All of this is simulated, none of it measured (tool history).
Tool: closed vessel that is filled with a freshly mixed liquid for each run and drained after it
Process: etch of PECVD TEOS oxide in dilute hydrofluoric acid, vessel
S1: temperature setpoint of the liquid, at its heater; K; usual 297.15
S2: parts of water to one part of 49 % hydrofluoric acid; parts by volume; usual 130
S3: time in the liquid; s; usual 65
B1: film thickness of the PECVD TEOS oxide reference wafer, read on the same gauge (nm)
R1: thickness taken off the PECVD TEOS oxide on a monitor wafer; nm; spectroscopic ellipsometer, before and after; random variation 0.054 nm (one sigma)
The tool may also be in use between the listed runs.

Run 1, hour 0.0: usual settings; B1 150.07. Result: R1 5.91 nm.
Run 2, hour 97.5: usual settings; B1 149.98. Result: R1 5.75 nm.
Run 3, hour 191.8: usual settings; B1 150.00. Result: R1 5.93 nm.
Run 4, hour 254.1: usual settings; B1 150.01. Result: R1 5.86 nm.
Run 5, hour 307.8: usual settings but S1 294.65 K, S3 45 s; B1 149.96. Result: R1 3.73 nm.
Run 6, hour 399.7: usual settings but S1 294.65 K, S3 45 s; B1 149.99. Result: R1 3.68 nm.
Run 7, hour 452.0: usual settings but S2 85 parts by volume; B1 149.99. Result: R1 9.55 nm.
Run 8, hour 706.4: usual settings but S1 294.65 K, S3 85 s; B1 150.03. Result: R1 7.04 nm.
Run 9, hour 772.5: usual settings; B1 149.99. Result: R1 5.97 nm.
Run 10, hour 829.2: usual settings; B1 149.99. Result: R1 5.89 nm.
Run 11, hour 916.7: usual settings; B1 150.00. Result: R1 5.96 nm.
Run 12, hour 1006.1: usual settings; B1 150.01. Result: R1 5.93 nm.
At hour 1008.4: gauge calibrated.
Run 13, hour 1053.7: usual settings; B1 149.94. Result: R1 5.98 nm.
Run 14, hour 1158.7: usual settings but S1 295.15 K, S2 190 parts by volume, S3 100 s; B1 150.00. Result: R1 5.50 nm.
At hour 1230.4: thermometer replaced.
Run 15, hour 1262.7: usual settings but S1 299.15 K; B1 150.02. Result: R1 6.06 nm.
Run 16, hour 1359.9: usual settings but S1 294.65 K, S2 95 parts by volume, S3 95 s; B1 150.00. Result: R1 10.65 nm.
Run 17, hour 1446.1: usual settings but S3 85 s; B1 149.98. Result: R1 7.28 nm.
Run 18, hour 1546.7: usual settings but S1 295.65 K, S2 185 parts by volume, S3 30 s; B1 150.02. Result: R1 1.61 nm.
At hour 1559.0: hydrofluoric acid flow meter replaced.
Run 19, hour 1615.7: usual settings; B1 150.00. Result: R1 5.67 nm.
Run 20, hour 1681.0: usual settings but S1 293.65 K, S2 165 parts by volume; B1 149.97. Result: R1 3.71 nm.
Run 21, hour 1731.6: usual settings but S2 175 parts by volume; B1 149.99. Result: R1 3.99 nm.
Run 22, hour 1786.0: usual settings but S1 292.65 K, S2 160 parts by volume, S3 40 s; B1 150.00. Result: R1 2.30 nm.
Run 23, hour 2067.4: usual settings; B1 149.97. Result: R1 5.65 nm.
Run 24, hour 2206.3: usual settings but S1 295.15 K, S2 175 parts by volume; B1 150.00. Result: R1 3.73 nm.
Run 25, hour 2306.0: usual settings but S2 155 parts by volume, S3 35 s; B1 150.02. Result: R1 2.51 nm.

Forecast each of these 4 alternatives for the next run:
Run A, hour 2306.7: usual settings but S1 294.65 K; B1 ?. Result: R1 ?.
Run B, hour 2306.7: usual settings but S2 150 parts by volume; B1 ?. Result: R1 ?.
Run C, hour 2306.7: usual settings but S3 45 s; B1 ?. Result: R1 ?.
Run D, hour 2306.7: usual settings but S1 293.15 K, S2 195 parts by volume, S3 35 s; B1 ?. Result: R1 ?.

run      B1    R1
  A  149.99  5.10
  B  149.99  4.76
  C  149.99  3.89
  D  149.99  1.61
Without the tool's hidden state the same runs would have given:
run    R1
  A  4.94
  B  4.62
  C  3.77
  D  1.56
